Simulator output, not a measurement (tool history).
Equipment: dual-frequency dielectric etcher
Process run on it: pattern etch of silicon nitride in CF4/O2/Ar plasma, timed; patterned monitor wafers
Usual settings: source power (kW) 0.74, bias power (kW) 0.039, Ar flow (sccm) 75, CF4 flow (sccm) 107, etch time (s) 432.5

run	hour	source power (kW)	bias power (kW)	Ar flow (sccm)	CF4 flow (sccm)	etch time (s)	read-back reference wafer on the same gauge, depth_nm	mean etch depth across the wafer (angstrom)
1	0	0.74	0.039	75	107	432.5	1287.8	11511
2	60.1	0.74	0.039	75	107	432.5	1290	11452
# hour 82.1: bias power generator calibrated
3	97.9	0.74	0.039	75	107	432.5	1289.3	11531
4	165.3	0.62	0.039	75	107	432.5	1289.9	9941
5	219	0.62	0.039	75	107	432.5	1289.3	10018
# hour 346: gauge calibrated
6	388.8	0.62	0.039	75	107	432.5	1289.6	10102
# hour 427.1: wet clean of the chamber
7	429.4	0.74	0.039	75	107	432.5	1289.5	11346
8	492.1	0.74	0.039	75	107	432.5	1290.5	11447
# hour 518.1: CF4 flow controller replaced
9	538.1	0.74	0.03	75	107	339.5	1289	8298
10	641.8	0.74	0.039	75	107	432.5	1288	11592
11	689.7	0.74	0.039	75	107	432.5	1290.8	11546
# hour 770: upper electrode replaced
12	781	0.67	0.039	75	107	432.5	1289.5	10703
# hour 826.2: source power generator calibrated
13	857.8	0.59	0.036	75	95	432.5	1289.1	9346
14	933.4	0.74	0.045	75	107	329	1291.2	9340
# hour 985.4: wet clean of the chamber
15	986.7	0.74	0.039	75	107	432.5	1290.4	11396
16	1081.7	0.74	0.042	75	107	362	1291.3	9808
17	1155	0.74	0.039	75	107	432.5	1290.5	11656
18	1225.3	0.6	0.039	75	128	432.5	1290.4	9779
19	1283	0.83	0.046	75	107	432.5	1291.3	13610
20	1330.4	0.74	0.039	75	107	432.5	1288.8	11646
# hour 1490.9: wet clean of the chamber
21	1563.3	0.74	0.034	85	107	432.5	1290.5	10775
22	1657	0.91	0.039	61	107	432.5	1290.5	14252

Run-by-run hidden state of the tool:
source power that arrives over what is set, %: 0 in every run
bias power that arrives over what is set, %: 0 in every run
Ar flow that arrives over what is set, %: 0 in every run
CF4 flow that arrives over what is set, %: 0 in every run
gauge reads high (%): 0 in every run
H1: etch rate over this chamber's usual, %
run	H1
1	0.576
2	1.03
3	1.31
4	1.81
5	2.21
6	3.48
7	-0.252
8	0.216
9	0.56
10	1.34
11	1.69
12	2.38
13	2.95
14	3.52
15	0.33
16	1.04
17	1.59
18	2.11
19	2.55
20	2.9
21	0.626
22	1.33
